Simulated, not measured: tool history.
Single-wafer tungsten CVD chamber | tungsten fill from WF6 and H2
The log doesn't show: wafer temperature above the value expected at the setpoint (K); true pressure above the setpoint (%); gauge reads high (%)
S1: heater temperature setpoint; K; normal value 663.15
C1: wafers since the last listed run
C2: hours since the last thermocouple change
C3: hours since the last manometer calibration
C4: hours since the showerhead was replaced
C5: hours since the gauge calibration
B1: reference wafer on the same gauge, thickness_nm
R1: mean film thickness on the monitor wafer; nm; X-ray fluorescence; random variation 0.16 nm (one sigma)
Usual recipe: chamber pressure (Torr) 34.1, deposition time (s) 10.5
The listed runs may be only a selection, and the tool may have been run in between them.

Run 1, day 0: usual settings; C1 0; C2 10.9; C3 603.6; C4 5673.8; C5 1240.1; B1 23.828. Result: R1 26.171 nm.
Run 2, day 3.579: usual settings; C1 2096; C2 96.8; C3 689.5; C4 5759.7; C5 1326; B1 23.822. Result: R1 25.62 nm.
Run 3, day 7.996: usual settings; C1 2586; C2 202.8; C3 795.5; C4 5865.7; C5 1432; B1 23.807. Result: R1 25.559 nm.
Run 4, day 11.921: usual settings; C1 2298; C2 297; C3 889.7; C4 5959.9; C5 1526.2; B1 23.829. Result: R1 25.789 nm.
Run 5, day 14.2: usual settings; C1 1334; C2 351.7; C3 944.4; C4 6014.6; C5 1580.9; B1 23.727. Result: R1 25.702 nm.
Run 6, day 16.642: usual settings; C1 1429; C2 410.3; C3 1003; C4 6073.2; C5 1639.5; B1 23.77. Result: R1 25.632 nm.
At day 17.321: capacitance manometer re-zeroed and calibrated.
Run 7, day 18.733: usual settings; C1 1029; C2 460.5; C3 33.9; C4 6123.4; C5 1689.7; B1 23.849. Result: R1 26.278 nm.
Run 8, day 22.783: usual settings but chamber pressure (Torr) 39; C1 2371; C2 557.7; C3 131.1; C4 6220.6; C5 1786.9; B1 23.792. Result: R1 27.318 nm.
Run 9, day 25.35: usual settings; C1 1503; C2 619.3; C3 192.7; C4 6282.2; C5 1848.5; B1 23.775. Result: R1 26.127 nm.
Run 10, day 29.354: usual settings; C1 2344; C2 715.4; C3 288.8; C4 6378.3; C5 1944.6; B1 23.795. Result: R1 26.12 nm.
Run 11, day 32.688: usual settings but S1 655.15 K; C1 1952; C2 795.4; C3 368.8; C4 6458.3; C5 2024.6; B1 23.736. Result: R1 22.013 nm.
Run 12, day 37.088: usual settings but S1 655.15 K; C1 2576; C2 901; C3 474.4; C4 6563.9; C5 2130.2; B1 23.762. Result: R1 22.195 nm.
At day 38.517: gauge calibrated.
Run 13, day 39.121: usual settings but S1 655.15 K; C1 1190; C2 949.8; C3 523.2; C4 6612.7; C5 14.5; B1 23.788. Result: R1 22.418 nm.
Run 14, day 43.462: usual settings; C1 2542; C2 1054; C3 627.4; C4 6716.9; C5 118.7; B1 23.835. Result: R1 25.93 nm.
Run 15, day 47.304: usual settings but chamber pressure (Torr) 31, deposition time (s) 11.1; C1 2249; C2 1146.2; C3 719.6; C4 6809.1; C5 210.9; B1 23.845. Result: R1 26.552 nm.
Run 16, day 49.329: usual settings; C1 1185; C2 1194.8; C3 768.2; C4 6857.7; C5 259.5; B1 23.776. Result: R1 25.771 nm.
Run 17, day 52.704: usual settings but chamber pressure (Torr) 38.9; C1 1976; C2 1275.8; C3 849.2; C4 6938.7; C5 340.5; B1 23.803. Result: R1 26.802 nm.
Run 18, day 54.896: usual settings but S1 655.15 K; C1 1283; C2 1328.4; C3 901.8; C4 6991.3; C5 393.1; B1 23.798. Result: R1 21.978 nm.
At day 55.938: capacitance manometer re-zeroed and calibrated.
At day 57.975: thermocouple changed; heater temperature recalibrated.
Run 19, day 57.996: usual settings but S1 671.15 K, chamber pressure (Torr) 37.1, deposition time (s) 9.3; C1 1425; C2 0.5; C3 49.4; C4 7065.7; C5 467.5; B1 23.782. Result: R1 27.568 nm.
Run 20, day 60.417: usual settings; C1 1417; C2 58.6; C3 107.5; C4 7123.8; C5 525.6; B1 23.808. Result: R1 26.449 nm.
Run 21, day 63.112: usual settings but S1 667.15 K, chamber pressure (Torr) 36.3; C1 1578; C2 123.3; C3 172.2; C4 7188.5; C5 590.3; B1 23.808. Result: R1 28.956 nm.
Run 22, day 67.075: usual settings; C1 2320; C2 218.4; C3 267.3; C4 7283.6; C5 685.4; B1 23.769. Result: R1 26.102 nm.
At day 68.175: showerhead replaced, of another model than before.
Run 23, day 70.808: usual settings; C1 1991; C2 308; C3 356.9; C4 63.2; C5 775; B1 23.797. Result: R1 26.415 nm.
Run 24, day 72.85: usual settings but S1 652.15 K, chamber pressure (Torr) 39.1, deposition time (s) 9.8; C1 1195; C2 357; C3 405.9; C4 112.2; C5 824; B1 23.779. Result: R1 20.98 nm.
Run 25, day 76.829: usual settings; C1 2330; C2 452.5; C3 501.4; C4 207.7; C5 919.5; B1 23.782. Result: R1 25.961 nm.
Run 26, day 80.958: usual settings but S1 673.15 K, chamber pressure (Torr) 29, deposition time (s) 8.9; C1 2418; C2 551.6; C3 600.5; C4 306.8; C5 1018.6; B1 23.739. Result: R1 24.292 nm.
Run 27, day 84.458: usual settings but deposition time (s) 12.4; C1 2049; C2 635.6; C3 684.5; C4 390.8; C5 1102.6; B1 23.785. Result: R1 30.488 nm.
Run 28, day 86.779: usual settings but S1 670.15 K, chamber pressure (Torr) 41.5, deposition time (s) 9.8; C1 1359; C2 691.3; C3 740.2; C4 446.5; C5 1158.3; B1 23.757. Result: R1 30.074 nm.
Run 29, day 88.483: usual settings but S1 669.15 K, chamber pressure (Torr) 31.2; C1 998; C2 732.2; C3 781.1; C4 487.4; C5 1199.2; B1 23.785. Result: R1 27.129 nm.
Run 30, day 92.038: usual settings but S1 650.15 K, deposition time (s) 12; C1 2081; C2 817.5; C3 866.4; C4 572.7; C5 1284.5; B1 23.822. Result: R1 22.709 nm.
Run 31, day 95.558: usual settings but S1 649.15 K, deposition time (s) 12.3; C1 2061; C2 902; C3 950.9; C4 657.2; C5 1369; B1 23.808. Result: R1 22.977 nm.
Run 32, day 98.192: usual settings but S1 653.15 K, chamber pressure (Torr) 39.6, deposition time (s) 11.5; C1 1542; C2 965.2; C3 1014.1; C4 720.4; C5 1432.2; B1 23.794. Result: R1 24.829 nm.
At day 98.65: capacitance manometer re-zeroed and calibrated.
Run 33, day 100.854: usual settings but S1 654.15 K, chamber pressure (Torr) 41.6, deposition time (s) 9.3; C1 1364; C2 1029.1; C3 52.9; C4 784.3; C5 1496.1; B1 23.757. Result: R1 21.463 nm.

Branching from run 33: 5 alternative next runs. What would each branch give?
Run A, day 100.871: usual settings; C1 9; C2 1029.5; C3 53.3; C4 784.7; C5 1496.5; B1 ?. Result: R1 ?.
Run B, day 100.871: usual settings but chamber pressure (Torr) 29.5; C1 9; C2 1029.5; C3 53.3; C4 784.7; C5 1496.5; B1 ?. Result: R1 ?.
Run C, day 100.871: usual settings but S1 673.15 K, chamber pressure (Torr) 30.8; C1 9; C2 1029.5; C3 53.3; C4 784.7; C5 1496.5; B1 ?. Result: R1 ?.
Run D, day 100.871: usual settings but S1 678.15 K; C1 9; C2 1029.5; C3 53.3; C4 784.7; C5 1496.5; B1 ?. Result: R1 ?.
Run E, day 100.871: usual settings but chamber pressure (Torr) 39.3, deposition time (s) 12.2; C1 9; C2 1029.5; C3 53.3; C4 784.7; C5 1496.5; B1 ?. Result: R1 ?.

run      B1      R1
  A  23.762  25.855
  B  23.762  24.152
  C  23.762  29.597
  D  23.762  33.846
  E  23.762  32.118
Take away the tool's hidden state, keep each run's random variation, and the runs would have read:
run      R1
  A   25.99
  B   24.28
  C  29.752
  D  34.023
  E  32.285

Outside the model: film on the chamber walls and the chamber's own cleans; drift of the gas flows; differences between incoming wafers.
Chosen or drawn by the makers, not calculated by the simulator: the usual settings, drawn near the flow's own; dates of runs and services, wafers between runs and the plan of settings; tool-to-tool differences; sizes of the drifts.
